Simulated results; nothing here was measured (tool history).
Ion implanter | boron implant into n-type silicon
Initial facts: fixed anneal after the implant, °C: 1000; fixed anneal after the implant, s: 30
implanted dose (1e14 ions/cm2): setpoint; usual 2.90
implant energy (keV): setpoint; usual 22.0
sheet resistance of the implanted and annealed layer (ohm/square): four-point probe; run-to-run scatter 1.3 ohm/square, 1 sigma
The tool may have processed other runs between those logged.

run	hour	implanted dose (1e14 ions/cm2)	implant energy (keV)	wafers since the last listed run	hours since the last dose calibration	hours since the extraction supply was calibrated	hours since the gauge calibration	read-back reference wafer on the same gauge, sheet resistance	sheet resistance of the implanted and annealed layer (ohm/square)
1	0.0	2.90	27.5	0	781.2	3813.5	848.0	278.17	290.21
2	64.6	3.46	24.5	1140	845.8	3878.1	912.6	278.05	257.37
3	162.5	3.46	24.5	1727	943.7	3976.0	1010.5	278.27	259.30
4	234.0	3.46	24.5	1261	1015.2	4047.5	1082.0	278.08	255.04
5	330.4	2.90	22.0	1701	1111.6	4143.9	1178.4	278.13	296.47
# hour 376.3: Faraday cup replaced and dose calibrated
6	438.0	2.90	22.0	1757	61.7	4251.5	1286.0	277.95	303.23
7	482.4	2.90	22.0	783	106.1	4295.9	1330.4	277.85	305.04
# hour 578.7: gauge calibrated
8	580.6	2.90	22.0	1732	204.3	4394.1	1.9	278.01	300.23
9	683.8	2.45	29.0	1821	307.5	4497.3	105.1	277.79	335.66
10	735.8	2.06	26.0	917	359.5	4549.3	157.1	277.95	388.85
11	826.2	2.90	22.0	1595	449.9	4639.7	247.5	277.99	299.13
# hour 845.4: extraction supply calibrated
12	910.4	3.69	25.5	1344	534.1	65.0	331.7	278.19	244.10
13	981.5	2.90	22.0	1254	605.2	136.1	402.8	277.97	298.17
14	1017.8	2.21	18.0	640	641.5	172.4	439.1	277.74	379.19
15	1080.8	3.74	25.5	1111	704.5	235.4	502.1	278.16	241.13
16	1127.0	3.42	18.0	815	750.7	281.6	548.3	278.11	267.22
17	1223.7	2.90	17.5	1706	847.4	378.3	645.0	277.95	304.42

Forecast each of these 4 alternatives for the next run:
A	1224.1	2.90	22.0	7	847.8	378.7	645.4	?	?
B	1224.1	3.29	19.0	7	847.8	378.7	645.4	?	?
C	1224.1	2.53	15.0	7	847.8	378.7	645.4	?	?
D	1224.1	2.90	26.0	7	847.8	378.7	645.4	?	?

run	read-back reference wafer on the same gauge, sheet resistance	sheet resistance of the implanted and annealed layer (ohm/square)
A	278.04	296.27
B	278.04	271.88
C	278.04	344.54
D	278.04	291.38
Stripped of hidden state, with their random variation kept, the same runs would have yielded:
run	sheet resistance of the implanted and annealed layer (ohm/square)
A	305.53
B	280.39
C	355.59
D	300.41

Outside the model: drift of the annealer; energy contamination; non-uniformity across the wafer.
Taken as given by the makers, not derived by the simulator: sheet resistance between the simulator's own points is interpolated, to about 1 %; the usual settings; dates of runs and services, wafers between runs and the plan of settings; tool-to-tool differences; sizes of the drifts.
